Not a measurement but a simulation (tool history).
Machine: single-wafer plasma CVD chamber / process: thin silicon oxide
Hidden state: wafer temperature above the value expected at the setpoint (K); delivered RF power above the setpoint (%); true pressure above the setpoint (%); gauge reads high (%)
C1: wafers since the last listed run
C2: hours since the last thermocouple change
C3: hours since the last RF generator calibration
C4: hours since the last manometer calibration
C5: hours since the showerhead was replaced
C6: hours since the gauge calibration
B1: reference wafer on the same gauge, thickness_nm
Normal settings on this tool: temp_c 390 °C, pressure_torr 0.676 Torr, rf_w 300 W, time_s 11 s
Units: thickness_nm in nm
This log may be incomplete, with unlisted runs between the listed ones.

run 1 hour=0 | temp_c=390 pressure_torr=0.676 rf_w=300 time_s=11 | C1=0 C2=1824.1 C3=1081.8 C4=2221.6 C5=3792.9 C6=107.4 | B1=14.295 | thickness_nm=17.805
run 2 hour=30 | temp_c=390 pressure_torr=0.676 rf_w=300 time_s=11 | C1=1433 C2=1854.1 C3=1111.8 C4=2251.6 C5=3822.9 C6=137.4 | B1=14.292 | thickness_nm=17.812
run 3 hour=100 | temp_c=390 pressure_torr=0.676 rf_w=300 time_s=11 | C1=3345 C2=1924.1 C3=1181.8 C4=2321.6 C5=3892.9 C6=207.4 | B1=14.31 | thickness_nm=17.769
run 4 hour=156.6 | temp_c=390 pressure_torr=0.676 rf_w=300 time_s=11 | C1=2705 C2=1980.7 C3=1238.4 C4=2378.2 C5=3949.5 C6=264 | B1=14.305 | thickness_nm=17.83
run 5 hour=196.6 | temp_c=390 pressure_torr=0.676 rf_w=300 time_s=11 | C1=1911 C2=2020.7 C3=1278.4 C4=2418.2 C5=3989.5 C6=304 | B1=14.295 | thickness_nm=17.745
-- hour=329.4 capacitance manometer re-zeroed and calibrated
-- hour=337 showerhead replaced
-- hour=410.6 thermocouple changed; heater temperature recalibrated
run 6 hour=411.1 | temp_c=390 pressure_torr=0.676 rf_w=300 time_s=11 | C1=9126 C2=0.5 C3=1492.9 C4=81.7 C5=74.1 C6=518.5 | B1=14.297 | thickness_nm=16.41
-- hour=434.4 gauge calibrated
run 7 hour=458 | temp_c=390 pressure_torr=0.676 rf_w=300 time_s=11 | C1=2241 C2=47.4 C3=1539.8 C4=128.6 C5=121 C6=23.6 | B1=14.285 | thickness_nm=16.499
-- hour=498.4 RF generator calibrated
run 8 hour=565.1 | temp_c=390 pressure_torr=0.676 rf_w=300 time_s=11 | C1=4736 C2=154.5 C3=66.7 C4=235.7 C5=228.1 C6=130.7 | B1=14.307 | thickness_nm=17.04
run 9 hour=627.5 | temp_c=390 pressure_torr=0.676 rf_w=300 time_s=11 | C1=2982 C2=216.9 C3=129.1 C4=298.1 C5=290.5 C6=193.1 | B1=14.306 | thickness_nm=17.073
run 10 hour=668.9 | temp_c=398 pressure_torr=0.515 rf_w=245 time_s=10.1 | C1=1978 C2=258.3 C3=170.5 C4=339.5 C5=331.9 C6=234.5 | B1=14.304 | thickness_nm=11.246
run 11 hour=737.8 | temp_c=396 pressure_torr=0.806 rf_w=240 time_s=12.5 | C1=3292 C2=327.2 C3=239.4 C4=408.4 C5=400.8 C6=303.4 | B1=14.285 | thickness_nm=21.46
run 12 hour=783.7 | temp_c=396 pressure_torr=0.676 rf_w=300 time_s=11 | C1=2193 C2=373.1 C3=285.3 C4=454.3 C5=446.7 C6=349.3 | B1=14.295 | thickness_nm=17.161
run 13 hour=836.5 | temp_c=390 pressure_torr=0.676 rf_w=300 time_s=11 | C1=2523 C2=425.9 C3=338.1 C4=507.1 C5=499.5 C6=402.1 | B1=14.301 | thickness_nm=17.162
run 14 hour=903.3 | temp_c=390 pressure_torr=0.582 rf_w=330 time_s=9.2 | C1=3192 C2=492.7 C3=404.9 C4=573.9 C5=566.3 C6=468.9 | B1=14.301 | thickness_nm=12.79
run 15 hour=935 | temp_c=390 pressure_torr=0.676 rf_w=300 time_s=9.1 | C1=1515 C2=524.4 C3=436.6 C4=605.6 C5=598 C6=500.6 | B1=14.294 | thickness_nm=14.328
run 16 hour=978 | temp_c=399 pressure_torr=0.676 rf_w=315 time_s=9 | C1=2055 C2=567.4 C3=479.6 C4=648.6 C5=641 C6=543.6 | B1=14.295 | thickness_nm=14.321
run 17 hour=1006.2 | temp_c=405 pressure_torr=0.744 rf_w=255 time_s=12.3 | C1=1347 C2=595.6 C3=507.8 C4=676.8 C5=669.2 C6=571.8 | B1=14.303 | thickness_nm=20.032

Run 18, settings as shown, results not yet in. Your forecast:
-- hour=1033.9 gauge calibrated
run 18 hour=1068.6 | temp_c=390 pressure_torr=0.676 rf_w=300 time_s=13.1 | C1=2982 C2=658 C3=570.2 C4=739.2 C5=731.6 C6=34.7 | B1=? | thickness_nm=?

{"run 18": {"B1": 14.303, "thickness_nm": 20.672}}
Without the tool's hidden state the same run would have given thickness_nm 19.848 nm.
